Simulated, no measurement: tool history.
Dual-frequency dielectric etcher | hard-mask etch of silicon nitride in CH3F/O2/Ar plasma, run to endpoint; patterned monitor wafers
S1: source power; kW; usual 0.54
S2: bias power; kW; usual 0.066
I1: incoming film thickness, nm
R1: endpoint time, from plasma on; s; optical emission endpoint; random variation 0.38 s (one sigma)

run 1 day=0 | S1=0.54 S2=0.066 | I1=48.8 | R1=64.5
-- day=2.192 wet clean of the chamber
run 2 day=2.212 | S1=0.63 S2=0.077 | I1=48.77 | R1=58.9
-- day=6.854 source power generator calibrated
run 3 day=9.442 | S1=0.63 S2=0.077 | I1=48.3 | R1=57.9
-- day=10.942 bias power generator calibrated
run 4 day=11.071 | S1=0.54 S2=0.066 | I1=49.19 | R1=66.9
run 5 day=12.738 | S1=0.54 S2=0.066 | I1=49.05 | R1=66.4
-- day=13.925 upper electrode replaced
run 6 day=14.792 | S1=0.54 S2=0.066 | I1=48.58 | R1=66.1
run 7 day=17.45 | S1=0.54 S2=0.066 | I1=48.52 | R1=65.2
run 8 day=19.646 | S1=0.54 S2=0.066 | I1=48.99 | R1=65.6
run 9 day=21.238 | S1=0.54 S2=0.066 | I1=48.65 | R1=64.4
run 10 day=22.512 | S1=0.54 S2=0.066 | I1=48.86 | R1=65.2
-- day=24.667 wet clean of the chamber
run 11 day=24.688 | S1=0.41 S2=0.066 | I1=48.42 | R1=73.3
run 12 day=26.804 | S1=0.48 S2=0.058 | I1=48.29 | R1=73.9
run 13 day=29.788 | S1=0.54 S2=0.066 | I1=48.2 | R1=65.6
run 14 day=32.288 | S1=0.66 S2=0.061 | I1=48.56 | R1=64.2
run 15 day=34.475 | S1=0.48 S2=0.051 | I1=48.81 | R1=79.2
run 16 day=36.008 | S1=0.44 S2=0.054 | I1=48.7 | R1=79.4
run 17 day=38.908 | S1=0.54 S2=0.073 | I1=48.3 | R1=61.6
run 18 day=40.417 | S1=0.59 S2=0.078 | I1=48.82 | R1=58
run 19 day=42.788 | S1=0.54 S2=0.066 | I1=48.75 | R1=65.7
run 20 day=45.329 | S1=0.54 S2=0.066 | I1=48.58 | R1=65
run 21 day=47.271 | S1=0.67 S2=0.055 | I1=48.86 | R1=65.7
-- day=48.308 wet clean of the chamber
run 22 day=50.2 | S1=0.54 S2=0.077 | I1=48.44 | R1=61.8
run 23 day=51.25 | S1=0.46 S2=0.054 | I1=48.63 | R1=79
run 24 day=54.229 | S1=0.62 S2=0.062 | I1=48.62 | R1=65.2
run 25 day=56.838 | S1=0.42 S2=0.073 | I1=49.17 | R1=69.5
run 26 day=58.4 | S1=0.67 S2=0.056 | I1=48.67 | R1=67
run 27 day=60.662 | S1=0.64 S2=0.066 | I1=48.73 | R1=61.4
run 28 day=61.7 | S1=0.46 S2=0.05 | I1=48.54 | R1=80.3
run 29 day=63.708 | S1=0.54 S2=0.054 | I1=48.84 | R1=72.9
run 30 day=68.058 | S1=0.54 S2=0.066 | I1=48.99 | R1=64.8
run 31 day=69.15 | S1=0.64 S2=0.059 | I1=48.3 | R1=64.6
run 32 day=70.979 | S1=0.65 S2=0.072 | I1=48.52 | R1=57.6
run 33 day=72.738 | S1=0.67 S2=0.066 | I1=48.94 | R1=59.9
-- day=74.567 wet clean of the chamber
run 34 day=74.588 | S1=0.54 S2=0.066 | I1=49.38 | R1=67.5

The same runs without the tool's hidden state, with the same run-to-run variation:
The hidden state here: etch rate over this chamber's usual, %; source power that arrives over what is set, %; bias power that arrives over what is set, %.
run=1 R1=67.8
run=2 R1=58.9
run=3 R1=58.8
run=4 R1=68.2
run=5 R1=67.9
run=6 R1=67.9
run=7 R1=67.3
run=8 R1=68.1
run=9 R1=67.1
run=10 R1=68.1
run=11 R1=73.5
run=12 R1=74.4
run=13 R1=66.4
run=14 R1=65.3
run=15 R1=81
run=16 R1=81.5
run=17 R1=63.6
run=18 R1=60
run=19 R1=68.4
run=20 R1=68
run=21 R1=69
run=22 R1=61.9
run=23 R1=79.3
run=24 R1=65.8
run=25 R1=70.6
run=26 R1=68.2
run=27 R1=62.8
run=28 R1=82.4
run=29 R1=75.1
run=30 R1=67.4
run=31 R1=67.3
run=32 R1=60.2
run=33 R1=62.9
run=34 R1=68

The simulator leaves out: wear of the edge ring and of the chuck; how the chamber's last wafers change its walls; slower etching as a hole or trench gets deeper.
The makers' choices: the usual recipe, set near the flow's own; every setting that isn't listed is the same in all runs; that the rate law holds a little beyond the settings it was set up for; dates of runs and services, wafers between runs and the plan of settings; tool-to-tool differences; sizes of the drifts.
